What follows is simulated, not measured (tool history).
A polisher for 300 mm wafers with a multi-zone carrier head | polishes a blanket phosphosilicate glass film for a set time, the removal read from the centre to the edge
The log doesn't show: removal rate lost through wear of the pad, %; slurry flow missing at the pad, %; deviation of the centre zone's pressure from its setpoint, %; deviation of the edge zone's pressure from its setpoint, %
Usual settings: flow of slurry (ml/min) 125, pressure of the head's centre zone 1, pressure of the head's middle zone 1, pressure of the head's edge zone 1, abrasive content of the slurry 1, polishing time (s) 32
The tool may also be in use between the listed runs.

| run | hour | flow of slurry (ml/min) | pressure of the head's centre zone | pressure of the head's middle zone | pressure of the head's edge zone | abrasive content of the slurry | polishing time (s) | wafers since the last listed run | wafers polished on this pad | hours since the slurry nozzle was cleaned | hours since the centre zone pressure was calibrated | hours since the edge zone pressure was calibrated | hours since the carrier head's membrane was replaced | incoming thickness of the incoming film, nm | film removed at the wafer's centre (Å) | film removed at mid-radius (Å) | film removed at the wafer's edge (Å) |
|---|---|---|---|---|---|---|---|---|---|---|---|---|---|---|---|---|---|
| 1 | 0 | 125 | 1 | 1 | 1 | 1 | 32 | 0 | 6 | 194.9 | 162.6 | 821.8 | 476.9 | 3339.1 | 3101 | 3306 | 3238 |
| 2 | 37.3 | 100 | 1 | 1 | 1 | 1 | 39 | 246 | 253 | 232.2 | 199.9 | 859.1 | 514.2 | 3254.3 | 3624 | 3780 | 3893 |
| 3 | 71.9 | 100 | 1 | 1 | 1 | 1 | 39 | 228 | 481 | 266.8 | 234.5 | 893.7 | 548.8 | 3309.6 | 3655 | 3784 | 3912 |
| 4 | 92.9 | 100 | 1 | 1 | 1 | 1 | 39 | 138 | 620 | 287.8 | 255.5 | 914.7 | 569.8 | 3307.8 | 3602 | 3788 | 3853 |
|  | 102.5 | worn pad replaced by a new one |
| 5 | 122.9 | 125 | 1 | 1 | 1 | 1 | 32 | 171 | 135 | 317.8 | 285.5 | 944.7 | 599.8 | 3326.5 | 3123 | 3154 | 3169 |
| 6 | 155.2 | 125 | 0.96 | 1 | 1 | 1 | 32 | 213 | 348 | 350.1 | 317.8 | 977 | 632.1 | 3261.4 | 2944 | 3120 | 3209 |
|  | 171.8 | edge zone pressure recalibrated |
| 7 | 181.1 | 125 | 1 | 0.91 | 1 | 1 | 28 | 157 | 506 | 376 | 343.7 | 9.3 | 658 | 3271.6 | 2694 | 2614 | 2834 |
| 8 | 201.6 | 125 | 1 | 0.91 | 1 | 1 | 28 | 135 | 641 | 396.5 | 364.2 | 29.8 | 678.5 | 3323.4 | 2670 | 2611 | 2849 |
|  | 217 | worn pad replaced by a new one |
| 9 | 217.5 | 125 | 1 | 0.91 | 1 | 1 | 28 | 78 | 3 | 412.4 | 380.1 | 45.7 | 694.4 | 3293.7 | 2636 | 2570 | 2889 |
| 10 | 230.7 | 125 | 1 | 0.91 | 1 | 1 | 32 | 87 | 90 | 425.6 | 393.3 | 58.9 | 707.6 | 3339.6 | 3052 | 2996 | 3272 |
| 11 | 246.7 | 125 | 1.05 | 1 | 1 | 0.75 | 32 | 105 | 196 | 441.6 | 409.3 | 74.9 | 723.6 | 3264.8 | 3029 | 3004 | 3041 |
| 12 | 262.8 | 140 | 1.04 | 0.96 | 1 | 0.75 | 32 | 106 | 302 | 457.7 | 425.4 | 91 | 739.7 | 3283.9 | 3089 | 2973 | 3067 |
| 13 | 284.9 | 165 | 0.95 | 1 | 1.12 | 1 | 32 | 145 | 448 | 479.8 | 447.5 | 113.1 | 761.8 | 3302.1 | 3079 | 3303 | 3509 |
|  | 301.7 | slurry nozzle cleaned |
| 14 | 311.9 | 90 | 1 | 1.06 | 1 | 1 | 32 | 171 | 620 | 10.2 | 474.5 | 140.1 | 788.8 | 3315.7 | 3151 | 3279 | 3219 |
|  | 315.3 | centre zone pressure recalibrated |
|  | 329.7 | worn pad replaced by a new one |
| 15 | 336 | 105 | 1 | 1 | 0.93 | 0.9 | 41 | 119 | 41 | 34.3 | 20.7 | 164.2 | 812.9 | 3294.8 | 4026 | 4093 | 3982 |
| 16 | 365.6 | 170 | 1 | 1 | 1 | 1.15 | 32 | 195 | 237 | 63.9 | 50.3 | 193.8 | 842.5 | 3306.9 | 3544 | 3558 | 3531 |
|  | 443.7 | carrier head's membrane replaced by a new one |
|  | 448.4 | worn pad replaced by a new one |
| 17 | 448.9 | 125 | 1.03 | 1 | 1 | 1 | 24 | 490 | 3 | 147.2 | 133.6 | 277.1 | 5.2 | 3296.1 | 2471 | 2427 | 2522 |
| 18 | 463.8 | 125 | 1.05 | 1 | 1 | 0.75 | 32 | 98 | 101 | 162.1 | 148.5 | 292 | 20.1 | 3357.8 | 3135 | 3134 | 3153 |
| 19 | 498.9 | 125 | 0.93 | 1 | 1 | 1 | 29 | 231 | 333 | 197.2 | 183.6 | 327.1 | 55.2 | 3261.8 | 2658 | 2915 | 2916 |
| 20 | 527.6 | 125 | 1.05 | 1 | 1 | 0.75 | 32 | 189 | 523 | 225.9 | 212.3 | 355.8 | 83.9 | 3269 | 3030 | 2990 | 3060 |
|  | 562.1 | worn pad replaced by a new one |
| 21 | 562.6 | 90 | 1 | 1 | 1.05 | 1 | 32 | 204 | 3 | 260.9 | 247.3 | 390.8 | 118.9 | 3348.4 | 2929 | 2940 | 3192 |

4 ways to go on from here, each from the tool as it stands after run 21. What would each give?
| A | 563 | 125 | 1 | 1 | 1 | 1 | 32 | 2 | 6 | 261.3 | 247.7 | 391.2 | 119.3 | 3342.9 | ? | ? | ? |
| B | 563 | 125 | 0.92 | 1 | 0.94 | 1 | 32 | 2 | 6 | 261.3 | 247.7 | 391.2 | 119.3 | 3342.9 | ? | ? | ? |
| C | 563 | 110 | 1 | 1 | 1 | 1 | 32 | 2 | 6 | 261.3 | 247.7 | 391.2 | 119.3 | 3342.9 | ? | ? | ? |
| D | 563 | 125 | 0.94 | 1 | 1 | 1 | 36 | 2 | 6 | 261.3 | 247.7 | 391.2 | 119.3 | 3342.9 | ? | ? | ? |

| run | film removed at the wafer's centre (Å) | film removed at mid-radius (Å) | film removed at the wafer's edge (Å) |
|---|---|---|---|
| A | 3123 | 3123 | 3188 |
| B | 2871 | 3124 | 3095 |
| C | 3034 | 3047 | 3136 |
| D | 3301 | 3514 | 3586 |
Without the tool's hidden state the same runs would have given:
| run | film removed at the wafer's centre (Å) | film removed at mid-radius (Å) | film removed at the wafer's edge (Å) |
|---|---|---|---|
| A | 3372 | 3338 | 3338 |
| B | 3100 | 3340 | 3241 |
| C | 3298 | 3274 | 3293 |
| D | 3564 | 3756 | 3755 |

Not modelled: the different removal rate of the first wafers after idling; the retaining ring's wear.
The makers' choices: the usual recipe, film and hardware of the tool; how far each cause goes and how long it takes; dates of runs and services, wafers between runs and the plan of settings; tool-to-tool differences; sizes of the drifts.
